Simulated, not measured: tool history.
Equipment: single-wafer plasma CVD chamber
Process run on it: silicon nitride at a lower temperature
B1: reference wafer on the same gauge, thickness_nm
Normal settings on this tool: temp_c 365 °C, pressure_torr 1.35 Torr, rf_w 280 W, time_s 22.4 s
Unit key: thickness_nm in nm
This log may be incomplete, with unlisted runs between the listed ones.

{"run": 1, "hour": 0.0, "temp_c": 365, "pressure_torr": 1.35, "rf_w": 280, "time_s": 22.4, "B1": 28.1, "thickness_nm": 25.122}
{"run": 2, "hour": 56.6, "temp_c": 365, "pressure_torr": 1.35, "rf_w": 280, "time_s": 24.5, "B1": 28.128, "thickness_nm": 27.389}
{"run": 3, "hour": 114.3, "temp_c": 369, "pressure_torr": 1.35, "rf_w": 280, "time_s": 22.4, "B1": 28.118, "thickness_nm": 25.07}
{"run": 4, "hour": 151.7, "temp_c": 369, "pressure_torr": 1.35, "rf_w": 280, "time_s": 22.4, "B1": 28.091, "thickness_nm": 25.043}
{"run": 5, "hour": 194.7, "temp_c": 365, "pressure_torr": 1.35, "rf_w": 245, "time_s": 22.4, "B1": 28.13, "thickness_nm": 23.109}
{"hour": 217.5, "done": "capacitance manometer re-zeroed and calibrated"}
{"run": 6, "hour": 297.0, "temp_c": 365, "pressure_torr": 1.35, "rf_w": 280, "time_s": 22.4, "B1": 28.118, "thickness_nm": 24.548}
{"run": 7, "hour": 351.4, "temp_c": 365, "pressure_torr": 1.35, "rf_w": 280, "time_s": 22.4, "B1": 28.144, "thickness_nm": 24.601}
{"hour": 391.8, "done": "RF generator calibrated"}
{"run": 8, "hour": 413.6, "temp_c": 365, "pressure_torr": 1.35, "rf_w": 280, "time_s": 22.4, "B1": 28.104, "thickness_nm": 24.786}
{"run": 9, "hour": 489.6, "temp_c": 374, "pressure_torr": 1.1, "rf_w": 305, "time_s": 19.2, "B1": 28.111, "thickness_nm": 20.896}
{"hour": 562.3, "done": "showerhead replaced"}
{"run": 10, "hour": 562.8, "temp_c": 374, "pressure_torr": 1.15, "rf_w": 230, "time_s": 23.5, "B1": 28.084, "thickness_nm": 21.51}
{"run": 11, "hour": 629.5, "temp_c": 365, "pressure_torr": 1.14, "rf_w": 280, "time_s": 24.4, "B1": 28.103, "thickness_nm": 25.565}
{"run": 12, "hour": 704.3, "temp_c": 365, "pressure_torr": 1.35, "rf_w": 280, "time_s": 22.4, "B1": 28.119, "thickness_nm": 24.789}
{"hour": 754.7, "done": "thermocouple changed; heater temperature recalibrated"}
{"run": 13, "hour": 755.2, "temp_c": 365, "pressure_torr": 1.15, "rf_w": 235, "time_s": 22.4, "B1": 28.131, "thickness_nm": 21.08}
{"hour": 789.9, "done": "gauge calibrated"}
{"run": 14, "hour": 814.6, "temp_c": 378, "pressure_torr": 1.65, "rf_w": 295, "time_s": 23.6, "B1": 28.107, "thickness_nm": 28.37}
{"run": 15, "hour": 868.8, "temp_c": 365, "pressure_torr": 1.35, "rf_w": 255, "time_s": 22.4, "B1": 28.115, "thickness_nm": 23.336}
{"run": 16, "hour": 970.3, "temp_c": 358, "pressure_torr": 1.65, "rf_w": 280, "time_s": 24.7, "B1": 28.112, "thickness_nm": 29.201}

Run 17 is up next; what results do you expect?
{"run": 17, "hour": 1007.3, "temp_c": 365, "pressure_torr": 1.35, "rf_w": 280, "time_s": 18.3, "B1": "?", "thickness_nm": "?"}

B1: 28.103
thickness_nm: 20.266 nm
Were there no unlogged condition in the tool, this run, its random variation unchanged, would have produced thickness_nm 20.039 nm.
